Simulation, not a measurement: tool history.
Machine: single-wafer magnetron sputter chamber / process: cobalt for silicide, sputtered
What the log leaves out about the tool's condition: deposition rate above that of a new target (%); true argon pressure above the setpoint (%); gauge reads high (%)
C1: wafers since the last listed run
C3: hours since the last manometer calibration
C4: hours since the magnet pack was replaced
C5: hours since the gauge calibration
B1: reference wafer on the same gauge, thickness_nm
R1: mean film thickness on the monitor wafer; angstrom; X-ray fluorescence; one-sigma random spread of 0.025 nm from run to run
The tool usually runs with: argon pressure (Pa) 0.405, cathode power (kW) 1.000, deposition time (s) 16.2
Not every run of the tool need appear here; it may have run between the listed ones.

run 1 hour=0.0 | argon_pressure_(Pa)=0.405 cathode_power_(kW)=1.000 deposition_time_(s)=18.4 | C1=0 wafers_on_the_sputter_target=10081 C3=1040.1 C4=11053.7 C5=1211.0 | B1=9.216 | R1=90.24
run 2 hour=62.4 | argon_pressure_(Pa)=0.405 cathode_power_(kW)=1.000 deposition_time_(s)=13.8 | C1=2081 wafers_on_the_sputter_target=12163 C3=1102.5 C4=11116.1 C5=1273.4 | B1=9.210 | R1=68.21
run 3 hour=166.8 | argon_pressure_(Pa)=0.405 cathode_power_(kW)=1.000 deposition_time_(s)=16.2 | C1=3482 wafers_on_the_sputter_target=15646 C3=1206.9 C4=11220.5 C5=1377.8 | B1=9.205 | R1=79.56
-- hour=180.9 sputter target and shields replaced
run 4 hour=225.8 | argon_pressure_(Pa)=0.405 cathode_power_(kW)=1.000 deposition_time_(s)=16.2 | C1=1701 wafers_on_the_sputter_target=1497 C3=1265.9 C4=11279.5 C5=1436.8 | B1=9.212 | R1=79.98
run 5 hour=265.2 | argon_pressure_(Pa)=0.405 cathode_power_(kW)=1.000 deposition_time_(s)=16.2 | C1=1314 wafers_on_the_sputter_target=2811 C3=1305.3 C4=11318.9 C5=1476.2 | B1=9.200 | R1=79.68
run 6 hour=366.5 | argon_pressure_(Pa)=0.405 cathode_power_(kW)=1.000 deposition_time_(s)=16.2 | C1=3379 wafers_on_the_sputter_target=6191 C3=1406.6 C4=11420.2 C5=1577.5 | B1=9.207 | R1=79.73
run 7 hour=439.2 | argon_pressure_(Pa)=0.405 cathode_power_(kW)=1.050 deposition_time_(s)=13.6 | C1=2425 wafers_on_the_sputter_target=8616 C3=1479.3 C4=11492.9 C5=1650.2 | B1=9.215 | R1=69.71
run 8 hour=501.8 | argon_pressure_(Pa)=0.405 cathode_power_(kW)=1.050 deposition_time_(s)=13.6 | C1=2088 wafers_on_the_sputter_target=10704 C3=1541.9 C4=11555.5 C5=1712.8 | B1=9.211 | R1=70.47
run 9 hour=546.3 | argon_pressure_(Pa)=0.405 cathode_power_(kW)=1.050 deposition_time_(s)=13.6 | C1=1484 wafers_on_the_sputter_target=12189 C3=1586.4 C4=11600.0 C5=1757.3 | B1=9.204 | R1=70.19
run 10 hour=649.6 | argon_pressure_(Pa)=0.405 cathode_power_(kW)=1.000 deposition_time_(s)=15.1 | C1=3446 wafers_on_the_sputter_target=15635 C3=1689.7 C4=11703.3 C5=1860.6 | B1=9.208 | R1=74.02
-- hour=671.0 sputter target and shields replaced
run 11 hour=699.7 | argon_pressure_(Pa)=0.405 cathode_power_(kW)=1.000 deposition_time_(s)=15.1 | C1=1404 wafers_on_the_sputter_target=957 C3=1739.8 C4=11753.4 C5=1910.7 | B1=9.211 | R1=74.23
run 12 hour=915.0 | argon_pressure_(Pa)=0.405 cathode_power_(kW)=1.000 deposition_time_(s)=16.2 | C1=7182 wafers_on_the_sputter_target=8139 C3=1955.1 C4=11968.7 C5=2126.0 | B1=9.212 | R1=79.89
run 13 hour=997.6 | argon_pressure_(Pa)=0.405 cathode_power_(kW)=1.000 deposition_time_(s)=16.2 | C1=2755 wafers_on_the_sputter_target=10894 C3=2037.7 C4=12051.3 C5=2208.6 | B1=9.208 | R1=79.73
run 14 hour=1040.4 | argon_pressure_(Pa)=0.405 cathode_power_(kW)=1.000 deposition_time_(s)=16.2 | C1=1427 wafers_on_the_sputter_target=12322 C3=2080.5 C4=12094.1 C5=2251.4 | B1=9.215 | R1=79.65
run 15 hour=1143.4 | argon_pressure_(Pa)=0.333 cathode_power_(kW)=1.000 deposition_time_(s)=16.2 | C1=3436 wafers_on_the_sputter_target=15758 C3=2183.5 C4=12197.1 C5=2354.4 | B1=9.216 | R1=81.55
-- hour=1174.5 capacitance manometer re-zeroed and calibrated
-- hour=1259.8 sputter target and shields replaced
run 16 hour=1320.8 | argon_pressure_(Pa)=0.523 cathode_power_(kW)=1.000 deposition_time_(s)=15.0 | C1=5384 wafers_on_the_sputter_target=2036 C3=146.3 C4=12374.5 C5=2531.8 | B1=9.213 | R1=70.34
run 17 hour=1379.4 | argon_pressure_(Pa)=0.331 cathode_power_(kW)=1.000 deposition_time_(s)=16.2 | C1=1954 wafers_on_the_sputter_target=3991 C3=204.9 C4=12433.1 C5=2590.4 | B1=9.209 | R1=81.98
-- hour=1523.5 magnet pack replaced
-- hour=1589.8 gauge calibrated
run 18 hour=1688.1 | argon_pressure_(Pa)=0.555 cathode_power_(kW)=1.100 deposition_time_(s)=13.3 | C1=10031 wafers_on_the_sputter_target=14022 C3=513.6 C4=164.6 C5=98.3 | B1=9.210 | R1=67.70
run 19 hour=1776.6 | argon_pressure_(Pa)=0.511 cathode_power_(kW)=1.100 deposition_time_(s)=13.3 | C1=2952 wafers_on_the_sputter_target=16974 C3=602.1 C4=253.1 C5=186.8 | B1=9.205 | R1=69.23
-- hour=1828.4 sputter target and shields replaced
run 20 hour=1867.8 | argon_pressure_(Pa)=0.405 cathode_power_(kW)=0.800 deposition_time_(s)=16.2 | C1=2775 wafers_on_the_sputter_target=1314 C3=693.3 C4=344.3 C5=278.0 | B1=9.208 | R1=63.88
run 21 hour=1905.3 | argon_pressure_(Pa)=0.303 cathode_power_(kW)=1.150 deposition_time_(s)=14.2 | C1=1250 wafers_on_the_sputter_target=2565 C3=730.8 C4=381.8 C5=315.5 | B1=9.202 | R1=83.41
run 22 hour=2000.5 | argon_pressure_(Pa)=0.405 cathode_power_(kW)=1.000 deposition_time_(s)=16.2 | C1=3175 wafers_on_the_sputter_target=5740 C3=826.0 C4=477.0 C5=410.7 | B1=9.209 | R1=79.35
run 23 hour=2075.6 | argon_pressure_(Pa)=0.405 cathode_power_(kW)=1.000 deposition_time_(s)=16.2 | C1=2505 wafers_on_the_sputter_target=8246 C3=901.1 C4=552.1 C5=485.8 | B1=9.213 | R1=80.03
run 24 hour=2172.9 | argon_pressure_(Pa)=0.257 cathode_power_(kW)=1.250 deposition_time_(s)=16.2 | C1=3245 wafers_on_the_sputter_target=11492 C3=998.4 C4=649.4 C5=583.1 | B1=9.219 | R1=105.67
run 25 hour=2230.1 | argon_pressure_(Pa)=0.405 cathode_power_(kW)=1.000 deposition_time_(s)=16.2 | C1=1908 wafers_on_the_sputter_target=13400 C3=1055.6 C4=706.6 C5=640.3 | B1=9.212 | R1=79.53
-- hour=2292.0 sputter target and shields replaced
run 26 hour=2311.0 | argon_pressure_(Pa)=0.405 cathode_power_(kW)=1.000 deposition_time_(s)=18.3 | C1=2431 wafers_on_the_sputter_target=634 C3=1136.5 C4=787.5 C5=721.2 | B1=9.212 | R1=89.94
run 27 hour=2385.9 | argon_pressure_(Pa)=0.405 cathode_power_(kW)=1.000 deposition_time_(s)=16.2 | C1=2498 wafers_on_the_sputter_target=3133 C3=1211.4 C4=862.4 C5=796.1 | B1=9.215 | R1=79.62
run 28 hour=2608.3 | argon_pressure_(Pa)=0.405 cathode_power_(kW)=1.000 deposition_time_(s)=16.2 | C1=7419 wafers_on_the_sputter_target=10552 C3=1433.8 C4=1084.8 C5=1018.5 | B1=9.211 | R1=79.82

Alternative continuations, all from the tool just after run 28; predict every row:
run A hour=2608.7 | argon_pressure_(Pa)=0.405 cathode_power_(kW)=1.000 deposition_time_(s)=16.2 | C1=13 wafers_on_the_sputter_target=10565 C3=1434.2 C4=1085.2 C5=1018.9 | B1=? | R1=?
run B hour=2608.7 | argon_pressure_(Pa)=0.341 cathode_power_(kW)=1.200 deposition_time_(s)=14.3 | C1=13 wafers_on_the_sputter_target=10565 C3=1434.2 C4=1085.2 C5=1018.9 | B1=? | R1=?
run C hour=2608.7 | argon_pressure_(Pa)=0.266 cathode_power_(kW)=1.200 deposition_time_(s)=13.2 | C1=13 wafers_on_the_sputter_target=10565 C3=1434.2 C4=1085.2 C5=1018.9 | B1=? | R1=?
run D hour=2608.7 | argon_pressure_(Pa)=0.292 cathode_power_(kW)=1.000 deposition_time_(s)=14.1 | C1=13 wafers_on_the_sputter_target=10565 C3=1434.2 C4=1085.2 C5=1018.9 | B1=? | R1=?
run E hour=2608.7 | argon_pressure_(Pa)=0.405 cathode_power_(kW)=1.100 deposition_time_(s)=16.2 | C1=13 wafers_on_the_sputter_target=10565 C3=1434.2 C4=1085.2 C5=1018.9 | B1=? | R1=?

run=A B1=9.212 R1=79.84
run=B B1=9.212 R1=86.83
run=C B1=9.212 R1=82.69
run=D B1=9.212 R1=72.81
run=E B1=9.212 R1=87.83
Take away the tool's hidden state, keep each run's random variation, and the runs would have read:
run=A R1=79.84
run=B R1=86.83
run=C R1=82.69
run=D R1=72.81
run=E R1=87.83
